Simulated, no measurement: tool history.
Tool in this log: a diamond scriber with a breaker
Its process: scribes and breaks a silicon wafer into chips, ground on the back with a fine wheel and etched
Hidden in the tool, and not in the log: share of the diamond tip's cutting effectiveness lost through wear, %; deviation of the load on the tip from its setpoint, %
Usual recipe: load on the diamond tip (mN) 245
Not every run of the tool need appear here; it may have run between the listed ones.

| run | hour | load on the diamond tip (mN) | wafers since the last listed run | hours since the diamond tip was replaced | hours since the load on the tip was calibrated | incoming depth of the damage left on the back of the incoming wafer, um | depth of the median crack under the scribed line (um) | chips rejected at inspection after the break (%) |
|---|---|---|---|---|---|---|---|---|
| 1 | 0.0 | 267 | 0 | 905.3 | 262.7 | 0.60 | 11.08 | 1.86 |
|  | 17.7 | diamond tip replaced by a new one |
| 2 | 73.3 | 279 | 109 | 55.6 | 336.0 | 0.48 | 12.27 | 2.74 |
| 3 | 120.3 | 279 | 72 | 102.6 | 383.0 | 0.80 | 12.96 | 2.71 |
| 4 | 212.2 | 203 | 141 | 194.5 | 474.9 | 0.43 | 9.49 | 5.12 |
| 5 | 288.4 | 203 | 117 | 270.7 | 551.1 | 0.34 | 9.30 | 5.58 |
| 6 | 342.4 | 203 | 83 | 324.7 | 605.1 | 0.56 | 9.30 | 5.99 |
| 7 | 423.1 | 245 | 124 | 405.4 | 685.8 | 0.59 | 10.74 | 2.17 |
|  | 462.3 | load on the tip recalibrated |
| 8 | 465.8 | 245 | 62 | 448.1 | 3.5 | 0.35 | 10.74 | 2.11 |
| 9 | 543.3 | 245 | 119 | 525.6 | 81.0 | 0.67 | 10.60 | 2.18 |
| 10 | 629.0 | 245 | 131 | 611.3 | 166.7 | 0.69 | 10.80 | 2.23 |
| 11 | 680.3 | 245 | 78 | 662.6 | 218.0 | 0.66 | 10.82 | 2.19 |
| 12 | 736.0 | 245 | 85 | 718.3 | 273.7 | 0.65 | 10.47 | 2.48 |
| 13 | 840.1 | 221 | 160 | 822.4 | 377.8 | 0.49 | 9.56 | 5.10 |
| 14 | 878.7 | 221 | 59 | 861.0 | 416.4 | 0.38 | 9.31 | 5.16 |
|  | 891.3 | diamond tip replaced by a new one |
| 15 | 965.5 | 281 | 130 | 74.2 | 503.2 | 0.64 | 10.21 | 2.88 |
| 16 | 1062.6 | 281 | 149 | 171.3 | 600.3 | 0.38 | 10.13 | 2.92 |
| 17 | 1118.3 | 245 | 85 | 227.0 | 656.0 | 0.47 | 9.18 | 6.59 |
| 18 | 1164.2 | 173 | 70 | 272.9 | 701.9 | 0.74 | 6.55 | 28.49 |
|  | 1232.7 | load on the tip recalibrated |
| 19 | 1261.8 | 183 | 147 | 370.5 | 29.1 | 0.34 | 6.89 | 25.48 |
| 20 | 1314.1 | 200 | 80 | 422.8 | 81.4 | 0.62 | 7.46 | 20.75 |
|  | 1359.9 | diamond tip replaced by a new one, repeated, since the last time left the tool worse |
| 21 | 1412.4 | 281 | 148 | 52.5 | 179.7 | 0.38 | 12.92 | 2.88 |
| 22 | 1457.6 | 245 | 69 | 97.7 | 224.9 | 0.37 | 11.10 | 1.87 |
| 23 | 1683.6 | 180 | 348 | 323.7 | 450.9 | 0.72 | 8.36 | 10.58 |
| 24 | 1727.1 | 245 | 66 | 367.2 | 494.4 | 0.79 | 11.13 | 1.85 |
| 25 | 1818.7 | 300 | 141 | 458.8 | 586.0 | 0.79 | 13.14 | 3.33 |
| 26 | 1867.5 | 299 | 75 | 507.6 | 634.8 | 0.68 | 12.67 | 3.08 |
| 27 | 1908.2 | 220 | 62 | 548.3 | 675.5 | 0.37 | 9.35 | 4.13 |
|  | 1946.0 | load on the tip recalibrated |
| 28 | 1982.9 | 245 | 111 | 623.0 | 36.9 | 0.41 | 10.81 | 2.22 |
| 29 | 2036.3 | 245 | 82 | 676.4 | 90.3 | 0.45 | 10.40 | 2.04 |
| 30 | 2107.1 | 186 | 109 | 747.2 | 161.1 | 0.80 | 8.28 | 12.67 |
| 31 | 2158.6 | 266 | 79 | 798.7 | 212.6 | 0.41 | 11.34 | 1.71 |
| 32 | 2231.8 | 245 | 112 | 871.9 | 285.8 | 0.49 | 10.30 | 2.48 |

Each row is a separate what-if for the run after 32, all from the same tool condition, not one after another. Results?
| A | 2232.5 | 315 | 1 | 872.6 | 286.5 | 0.53 | ? | ? |
| B | 2232.5 | 193 | 1 | 872.6 | 286.5 | 0.53 | ? | ? |
| C | 2232.5 | 223 | 1 | 872.6 | 286.5 | 0.53 | ? | ? |
| D | 2232.5 | 208 | 1 | 872.6 | 286.5 | 0.53 | ? | ? |

| run | depth of the median crack under the scribed line (um) | chips rejected at inspection after the break (%) |
|---|---|---|
| A | 12.75 | 2.72 |
| B | 8.46 | 10.29 |
| C | 9.61 | 4.63 |
| D | 9.04 | 7.00 |
Without the tool's unlogged condition, the same runs would have read:
| run | depth of the median crack under the scribed line (um) | chips rejected at inspection after the break (%) |
|---|---|---|
| A | 14.05 | 5.63 |
| B | 9.32 | 5.72 |
| C | 10.58 | 2.22 |
| D | 9.96 | 3.52 |
